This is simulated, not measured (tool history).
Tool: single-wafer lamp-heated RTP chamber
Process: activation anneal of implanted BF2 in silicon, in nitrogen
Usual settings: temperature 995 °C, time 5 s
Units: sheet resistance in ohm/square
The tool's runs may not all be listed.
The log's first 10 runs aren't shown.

run	day	temperature	time	read-back reference wafer on the same gauge, sheet resistance	sheet resistance
11	33.750	995	4	166.91	176.26
12	35.946	995	4	166.82	177.16
# day 36.133: gauge calibrated
13	39.962	995	5	166.97	174.55
14	42.292	967	6	167.06	189.22
# day 44.358: reflector plate cleaned, repeated, since the last time left the tool worse
15	45.275	995	5	166.81	179.19
16	47.967	995	3	167.02	182.12
17	52.129	995	5	167.01	179.74
18	54.171	995	5	167.09	179.39
19	56.767	984	4	167.07	187.03
# day 58.783: pyrometer window cleaned and pyrometer calibrated
20	58.804	972	3	167.03	195.32
21	61.708	970	5	166.88	194.78
22	64.071	1023	5	166.77	168.13
23	67.008	976	3	166.90	192.71
24	70.462	995	7	167.13	176.56
# day 72.975: reflector plate cleaned
25	74.792	995	8	167.03	177.49
26	84.583	995	5	167.07	179.74
27	86.271	976	3	167.07	192.27
28	89.658	1006	4	167.04	176.16
# day 90.192: pyrometer window cleaned and pyrometer calibrated
29	91.717	995	5	166.91	179.63
30	95.117	980	7	166.78	184.19
31	98.617	995	5	167.00	178.55
# day 99.658: reflector plate cleaned
32	109.492	968	3	166.94	198.55
33	113.525	966	5	167.00	197.34
34	115.588	1016	5	167.00	170.29
# day 116.896: pyrometer window cleaned and pyrometer calibrated
35	118.638	974	3	167.05	192.60

Forecast each of these 5 alternatives for the next run:
A	118.654	995	5	?	?
B	118.654	973	8	?	?
C	118.654	965	3	?	?
D	118.654	1003	5	?	?
E	118.654	979	5	?	?

run	read-back reference wafer on the same gauge, sheet resistance	sheet resistance
A	167.05	179.28
B	167.05	189.96
C	167.05	199.89
D	167.05	175.61
E	167.05	188.34
Without the tool's hidden state the same runs would have given:
run	sheet resistance
A	179.98
B	190.94
C	200.93
D	176.22
E	189.25
